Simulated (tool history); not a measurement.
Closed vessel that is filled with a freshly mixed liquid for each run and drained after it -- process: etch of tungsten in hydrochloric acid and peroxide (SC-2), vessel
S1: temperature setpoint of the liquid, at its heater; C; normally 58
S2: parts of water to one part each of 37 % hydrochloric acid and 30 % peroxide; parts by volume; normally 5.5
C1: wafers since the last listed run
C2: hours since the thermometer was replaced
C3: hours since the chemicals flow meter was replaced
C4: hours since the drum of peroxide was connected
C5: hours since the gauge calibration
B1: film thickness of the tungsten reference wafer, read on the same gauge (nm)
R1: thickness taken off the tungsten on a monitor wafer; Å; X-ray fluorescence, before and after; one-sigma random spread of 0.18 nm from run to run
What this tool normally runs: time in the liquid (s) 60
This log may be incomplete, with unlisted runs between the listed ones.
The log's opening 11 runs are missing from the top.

run 12 hour=805.7 | S1=62.5 S2=4 time_in_the_liquid_(s)=60 | C1=5459 C2=2499.4 C3=1428.6 C4=102.6 C5=1977.3 | B1=30.01 | R1=557.3
-- hour=810.8 chemicals flow meter replaced
run 13 hour=897.3 | S1=58 S2=5.5 time_in_the_liquid_(s)=90 | C1=10942 C2=2591 C3=86.5 C4=194.2 C5=2068.9 | B1=30.01 | R1=480.2
run 14 hour=941.3 | S1=65.5 S2=5.5 time_in_the_liquid_(s)=45 | C1=5314 C2=2635 C3=130.5 C4=238.2 C5=2112.9 | B1=30.01 | R1=376.7
-- hour=1069.7 thermometer replaced
run 15 hour=1146.7 | S1=51 S2=5.5 time_in_the_liquid_(s)=45 | C1=24687 C2=77 C3=335.9 C4=443.6 C5=2318.3 | B1=30 | R1=149.2
-- hour=1169.7 gauge calibrated
run 16 hour=1183.5 | S1=58 S2=5.5 time_in_the_liquid_(s)=60 | C1=4444 C2=113.8 C3=372.7 C4=480.4 C5=13.8 | B1=29.99 | R1=317.6
run 17 hour=1227.3 | S1=53.5 S2=7.5 time_in_the_liquid_(s)=45 | C1=5290 C2=157.6 C3=416.5 C4=524.2 C5=57.6 | B1=30 | R1=138.3
-- hour=1236.2 chemicals flow meter replaced, repeated, since the last time left the tool worse
run 18 hour=1334.8 | S1=64 S2=4.5 time_in_the_liquid_(s)=50 | C1=12863 C2=265.1 C3=98.6 C4=631.7 C5=165.1 | B1=29.99 | R1=494.1
-- hour=1365.9 new drum of peroxide connected
run 19 hour=1408.4 | S1=58 S2=5.5 time_in_the_liquid_(s)=60 | C1=8768 C2=338.7 C3=172.2 C4=42.5 C5=238.7 | B1=29.98 | R1=351.9
run 20 hour=1460 | S1=64 S2=7.5 time_in_the_liquid_(s)=90 | C1=6232 C2=390.3 C3=223.8 C4=94.1 C5=290.3 | B1=30 | R1=609.5
run 21 hour=1555 | S1=61 S2=8.5 time_in_the_liquid_(s)=35 | C1=11474 C2=485.3 C3=318.8 C4=189.1 C5=385.3 | B1=30.01 | R1=175.2
run 22 hour=1649 | S1=58 S2=5.5 time_in_the_liquid_(s)=60 | C1=11353 C2=579.3 C3=412.8 C4=283.1 C5=479.3 | B1=30.02 | R1=349.2
run 23 hour=1705 | S1=52.5 S2=7.5 time_in_the_liquid_(s)=50 | C1=6763 C2=635.3 C3=468.8 C4=339.1 C5=535.3 | B1=30.02 | R1=160.2
run 24 hour=1788.2 | S1=58 S2=7 time_in_the_liquid_(s)=60 | C1=10049 C2=718.5 C3=552 C4=422.3 C5=618.5 | B1=30 | R1=284.2
run 25 hour=1838.6 | S1=58 S2=7 time_in_the_liquid_(s)=60 | C1=6087 C2=768.9 C3=602.4 C4=472.7 C5=668.9 | B1=30.02 | R1=283.5
-- hour=1875.6 new drum of peroxide connected
run 26 hour=1896.2 | S1=48 S2=4 time_in_the_liquid_(s)=45 | C1=6836 C2=826.5 C3=660 C4=20.6 C5=726.5 | B1=29.99 | R1=168.4
run 27 hour=1949.1 | S1=66.5 S2=6.5 time_in_the_liquid_(s)=30 | C1=6389 C2=879.4 C3=712.9 C4=73.5 C5=779.4 | B1=30 | R1=258.8
run 28 hour=1996.9 | S1=63.5 S2=7 time_in_the_liquid_(s)=45 | C1=5773 C2=927.2 C3=760.7 C4=121.3 C5=827.2 | B1=30 | R1=299.6
run 29 hour=2086.3 | S1=50.5 S2=4 time_in_the_liquid_(s)=45 | C1=10797 C2=1016.6 C3=850.1 C4=210.7 C5=916.6 | B1=29.99 | R1=199
run 30 hour=2125.9 | S1=58 S2=5.5 time_in_the_liquid_(s)=60 | C1=4782 C2=1056.2 C3=889.7 C4=250.3 C5=956.2 | B1=30.01 | R1=342.6
run 31 hour=2164.1 | S1=58 S2=4 time_in_the_liquid_(s)=60 | C1=4613 C2=1094.4 C3=927.9 C4=288.5 C5=994.4 | B1=30.01 | R1=432.4

What if the next run were any one of these 3? Each begins from the tool's condition after run 31:
run A hour=2164.8 | S1=51 S2=5.5 time_in_the_liquid_(s)=60 | C1=84 C2=1095.1 C3=928.6 C4=289.2 C5=995.1 | B1=? | R1=?
run B hour=2164.8 | S1=55 S2=5.5 time_in_the_liquid_(s)=60 | C1=84 C2=1095.1 C3=928.6 C4=289.2 C5=995.1 | B1=? | R1=?
run C hour=2164.8 | S1=58 S2=5.5 time_in_the_liquid_(s)=30 | C1=84 C2=1095.1 C3=928.6 C4=289.2 C5=995.1 | B1=? | R1=?

run=A B1=29.99 R1=215.7
run=B B1=29.99 R1=280.3
run=C B1=29.99 R1=169.8
With no hidden state in the tool, these same runs would have given:
run=A R1=225.8
run=B R1=293.3
run=C R1=177.7

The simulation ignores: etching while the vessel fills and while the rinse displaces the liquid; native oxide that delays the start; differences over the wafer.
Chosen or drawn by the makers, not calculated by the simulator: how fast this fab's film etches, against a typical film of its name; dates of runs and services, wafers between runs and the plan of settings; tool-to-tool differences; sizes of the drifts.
